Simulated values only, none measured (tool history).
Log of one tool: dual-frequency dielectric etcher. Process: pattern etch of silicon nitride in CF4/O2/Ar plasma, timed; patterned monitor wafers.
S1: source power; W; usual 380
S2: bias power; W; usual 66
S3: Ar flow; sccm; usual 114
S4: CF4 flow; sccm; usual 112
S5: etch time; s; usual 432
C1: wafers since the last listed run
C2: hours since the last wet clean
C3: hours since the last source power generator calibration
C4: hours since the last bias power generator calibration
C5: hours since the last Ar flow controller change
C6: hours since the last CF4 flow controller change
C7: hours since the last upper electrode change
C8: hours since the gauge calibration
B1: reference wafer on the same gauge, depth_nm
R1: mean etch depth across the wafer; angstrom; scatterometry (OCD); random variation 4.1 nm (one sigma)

run,hour,S1,S2,S3,S4,S5,C1,C2,C3,C4,C5,C6,C7,C8,B1,R1
1,0,380,66,114,112,432,0,269,4561.3,4705.6,4447.2,34.1,2957,8,764.5,7104
2,14.2,430,66,114,112,432,44,283.2,4575.5,4719.8,4461.4,48.3,2971.2,22.2,765.7,7789
# hour 48.4: upper electrode replaced
3,48.9,430,66,114,112,432,33,317.9,4610.2,4754.5,4496.1,83,0.5,56.9,765.9,7717
4,62.2,430,66,114,112,432,41,331.2,4623.5,4767.8,4509.4,96.3,13.8,70.2,766.3,7790
5,96.9,380,66,114,112,432,108,365.9,4658.2,4802.5,4544.1,131,48.5,104.9,764.8,6906
# hour 124.7: bias power generator calibrated
6,128.6,380,66,114,112,432,86,397.6,4689.9,3.9,4575.8,162.7,80.2,136.6,764.2,6918
7,156.7,380,66,114,131,432,88,425.7,4718,32,4603.9,190.8,108.3,164.7,764.6,7078
8,173.2,380,66,92,112,432,51,442.2,4734.5,48.5,4620.4,207.3,124.8,181.2,763.9,7022
# hour 221.5: wet clean of the chamber
9,222,450,66,114,112,556,77,0.5,4783.3,97.3,4669.2,256.1,173.6,230,763.8,10679
# hour 231.6: Ar flow controller replaced
10,239.5,380,66,114,112,399.5,36,18,4800.8,114.8,7.9,273.6,191.1,247.5,766,6651
# hour 266.2: source power generator calibrated
11,272.6,460,59,114,132,518.5,91,51.1,6.4,147.9,41,306.7,224.2,280.6,764.4,9978
12,293.3,380,66,114,112,383.5,65,71.8,27.1,168.6,61.7,327.4,244.9,301.3,764.9,6406
13,327.8,380,70,114,112,432,108,106.3,61.6,203.1,96.2,361.9,279.4,335.8,765.2,7301
14,369.4,440,51,139,112,386,130,147.9,103.2,244.7,137.8,403.5,321,377.4,765.2,6575
15,396.5,420,66,114,128,363,85,175,130.3,271.8,164.9,430.6,348.1,404.5,764.5,6621
16,416.2,380,66,93,97,432,61,194.7,150,291.5,184.6,450.3,367.8,424.2,764.9,7024
17,437.8,380,66,114,112,432,67,216.3,171.6,313.1,206.2,471.9,389.4,445.8,764.1,7001
# hour 447.7: gauge calibrated
18,460.2,380,66,114,112,432,70,238.7,194,335.5,228.6,494.3,411.8,12.5,765.1,7023
19,479.9,380,66,114,112,432,61,258.4,213.7,355.2,248.3,514,431.5,32.2,764.3,7023
20,492.3,380,66,114,138,525,38,270.8,226.1,367.6,260.7,526.4,443.9,44.6,764.8,8770

Forecast each of these 5 alternatives for the next run:
A,492.8,380,66,114,112,432,1,271.3,226.6,368.1,261.2,526.9,444.4,45.1,?,?
B,492.8,380,66,114,132,432,1,271.3,226.6,368.1,261.2,526.9,444.4,45.1,?,?
C,492.8,380,66,114,89,432,1,271.3,226.6,368.1,261.2,526.9,444.4,45.1,?,?
D,492.8,380,66,91,112,432,1,271.3,226.6,368.1,261.2,526.9,444.4,45.1,?,?
E,492.8,380,66,99,112,432,1,271.3,226.6,368.1,261.2,526.9,444.4,45.1,?,?

run,B1,R1
A,765.9,7031
B,765.9,7182
C,765.9,6796
D,765.9,7178
E,765.9,7125
Without the tool's hidden state the same runs would have given:
run,R1
A,7303
B,7459
C,7059
D,7455
E,7400

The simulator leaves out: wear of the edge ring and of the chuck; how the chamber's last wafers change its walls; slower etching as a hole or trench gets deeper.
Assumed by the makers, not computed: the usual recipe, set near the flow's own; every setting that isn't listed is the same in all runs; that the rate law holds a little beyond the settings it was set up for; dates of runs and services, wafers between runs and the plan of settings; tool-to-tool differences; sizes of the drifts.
